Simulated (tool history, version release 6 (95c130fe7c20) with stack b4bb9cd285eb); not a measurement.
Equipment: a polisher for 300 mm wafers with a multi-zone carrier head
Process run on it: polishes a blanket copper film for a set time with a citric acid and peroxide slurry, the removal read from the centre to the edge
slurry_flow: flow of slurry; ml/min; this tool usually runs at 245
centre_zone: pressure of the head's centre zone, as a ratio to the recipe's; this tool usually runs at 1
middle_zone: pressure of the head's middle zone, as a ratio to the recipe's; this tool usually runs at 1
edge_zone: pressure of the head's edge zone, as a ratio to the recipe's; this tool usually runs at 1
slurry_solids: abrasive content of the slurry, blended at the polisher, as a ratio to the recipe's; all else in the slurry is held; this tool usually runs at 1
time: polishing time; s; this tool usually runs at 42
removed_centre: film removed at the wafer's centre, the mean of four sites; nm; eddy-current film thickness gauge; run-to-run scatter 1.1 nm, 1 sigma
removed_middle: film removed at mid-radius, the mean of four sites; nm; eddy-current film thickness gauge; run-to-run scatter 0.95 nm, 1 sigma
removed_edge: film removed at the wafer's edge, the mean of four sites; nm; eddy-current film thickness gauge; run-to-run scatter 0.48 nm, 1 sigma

run	hour	slurry_flow	centre_zone	middle_zone	edge_zone	slurry_solids	time	incoming thickness of the incoming film, nm	removed_centre	removed_middle	removed_edge
1	0	290	1	1.09	1	1.3	50	597	101.3	104.3	99.4
2	15.3	245	1	1	0.94	1	42	592.1	74.3	72.8	74.1
3	46.6	180	1	1	1	0.75	42	598.5	64.5	64.3	67.9
4	65	245	1	1	0.9	1	52	596.3	92.7	92.2	89.7
5	88.8	245	0.94	1	1	1	42	587.2	71.1	76.2	76.9
6	110.4	245	1	1	0.95	1	42	579.9	75.4	74.5	74.1
7	138	245	0.94	1	1	1	42	584.3	72.5	75.8	75.8
8	152.8	215	1.04	1	1	0.9	31	589.7	54.8	51.7	53.8
9	168.5	245	1	1	1	1	42	596.7	75.3	73.7	77.4
10	201.5	245	1	1	1	1	42	585.1	75.3	74.9	76.6
11	233.1	245	0.91	0.97	1	0.9	42	595.2	67	69.1	74.2
12	256	245	1.1	1	1	1	48	588.8	92.5	86.9	87.6
13	282.6	180	0.96	1	1	1.25	42	584.5	73	75.3	79
14	302.4	245	0.92	1	1	1	42	587.2	70.1	74.5	77
15	332.4	245	1	1	1	1	42	591.8	76.1	73.3	76.5
16	347.3	245	1	1	1	1	42	586.5	74.5	72.8	76.2
17	376.4	245	1	1	1	1	42	580.6	76.3	75.3	77.2
18	407.6	280	0.89	1	1	0.9	42	583.3	67	74.1	74
19	424.5	245	1.05	1	1	1	42	597.2	77.7	73.3	76.1
20	445.9	245	1	1	1	1	42	586.9	74.6	74.4	76.1
21	474.2	245	1	1	1	1	42	586.6	75.2	73.3	76.2
22	502.5	245	0.96	1	0.95	1	42	585.1	74	74.4	73.5
23	533.7	275	1	1	1	1	42	583.5	75.7	74.3	77.6

Missing from the log above: 5 entries noted between runs. For each, name the pair of listed runs it sits between and say how the tool's hidden condition differs from the listed run just before to the listed run just after:
In the gap between runs 1 and 2: centre zone pressure recalibrated (hour 3.1)
  the hidden state is the same at both runs
In the gap between runs 9 and 10: slurry nozzle cleaned (hour 173.7)
  the hidden state is the same at both runs
In the gap between runs 11 and 12: edge zone pressure recalibrated (hour 250.8)
  the hidden state is the same at both runs
In the gap between runs 12 and 13: worn pad replaced by a new one (hour 278.5)
  the hidden state is the same at both runs
In the gap between runs 21 and 22: worn pad replaced by a new one (hour 498.3)
  the hidden state is the same at both runs
